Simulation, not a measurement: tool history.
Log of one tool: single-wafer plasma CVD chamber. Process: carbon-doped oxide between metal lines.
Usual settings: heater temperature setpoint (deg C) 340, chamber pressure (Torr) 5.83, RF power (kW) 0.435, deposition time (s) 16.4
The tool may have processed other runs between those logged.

run	hour	heater temperature setpoint (deg C)	chamber pressure (Torr)	RF power (kW)	deposition time (s)	wafers since the last listed run	hours since the last thermocouple change	hours since the last RF generator calibration	hours since the last manometer calibration	hours since the showerhead was replaced	hours since the gauge calibration	read-back reference wafer on the same gauge, thickness_nm	mean film thickness on the monitor wafer (nm)
1	0	340	5.83	0.435	16.4	0	2161.4	1922.7	2247.3	5576.9	42.4	68.631	79.997
2	9.4	340	5.83	0.435	16.4	235	2170.8	1932.1	2256.7	5586.3	51.8	68.598	80.083
3	26.6	340	5.83	0.435	16.4	431	2188	1949.3	2273.9	5603.5	69	68.613	80.155
4	33.3	340	5.83	0.435	16.4	168	2194.7	1956	2280.6	5610.2	75.7	68.574	79.831
5	46.4	340	5.83	0.48	16.4	328	2207.8	1969.1	2293.7	5623.3	88.8	68.59	86.598
6	55.1	340	5.83	0.48	16.4	218	2216.5	1977.8	2302.4	5632	97.5	68.568	86.594
7	67.3	340	5.83	0.48	16.4	305	2228.7	1990	2314.6	5644.2	109.7	68.609	86.436
8	77.2	340	5.83	0.435	16.4	248	2238.6	1999.9	2324.5	5654.1	119.6	68.612	79.77
# hour 86.1: capacitance manometer re-zeroed and calibrated
9	88	340	5.83	0.435	16.4	70	2249.4	2010.7	1.9	5664.9	130.4	68.604	79.576
# hour 108.1: gauge calibrated
# hour 133.3: thermocouple changed; heater temperature recalibrated
10	133.8	326	7.15	0.435	17.8	947	0.5	2056.5	47.7	5710.7	25.7	68.61	93.173
11	136.6	335	5.83	0.495	16.4	70	3.3	2059.3	50.5	5713.5	28.5	68.597	89.927
12	153.4	349	5.83	0.475	15.5	421	20.1	2076.1	67.3	5730.3	45.3	68.592	78.324
# hour 167.9: showerhead replaced
13	168.4	340	4.4	0.435	16.4	175	35.1	2091.1	82.3	0.5	60.3	68.59	74.696
14	172.6	340	4.4	0.435	16.4	105	39.3	2095.3	86.5	4.7	64.5	68.582	74.648
# hour 186: RF generator calibrated
15	190.1	340	5.83	0.435	16.4	238	56.8	4.1	104	22.2	82	68.576	84.79
16	203.2	340	5.83	0.435	18.9	328	69.9	17.2	117.1	35.3	95.1	68.585	97.481
17	218.6	349	5.16	0.465	19.2	386	85.3	32.6	132.5	50.7	110.5	68.603	98.668
18	232	349	5.16	0.465	19.2	336	98.7	46	145.9	64.1	123.9	68.587	98.866
# hour 243.1: gauge calibrated
19	248.6	340	5.83	0.435	16.4	416	115.3	62.6	162.5	80.7	5.5	68.602	84.747

Consider 5 possible next runs. They are alternatives, not a sequence: every one starts from the tool as it was left by run 19. What does each give?
A	249	326	5.83	0.435	16.4	10	115.7	63	162.9	81.1	5.9	?	?
B	249	340	7	0.48	16.4	10	115.7	63	162.9	81.1	5.9	?	?
C	249	340	5.83	0.435	17.4	10	115.7	63	162.9	81.1	5.9	?	?
D	249	349	6.89	0.435	13.7	10	115.7	63	162.9	81.1	5.9	?	?
E	249	340	5.83	0.405	19.4	10	115.7	63	162.9	81.1	5.9	?	?

run	read-back reference wafer on the same gauge, thickness_nm	mean film thickness on the monitor wafer (nm)
A	68.615	89.525
B	68.615	93.164
C	68.615	89.827
D	68.615	70.216
E	68.615	94.289
The same runs, with their run-to-run variation unchanged, on a tool lacking any hidden condition would have given:
run	mean film thickness on the monitor wafer (nm)
A	89.908
B	93.508
C	90.212
D	70.516
E	94.693
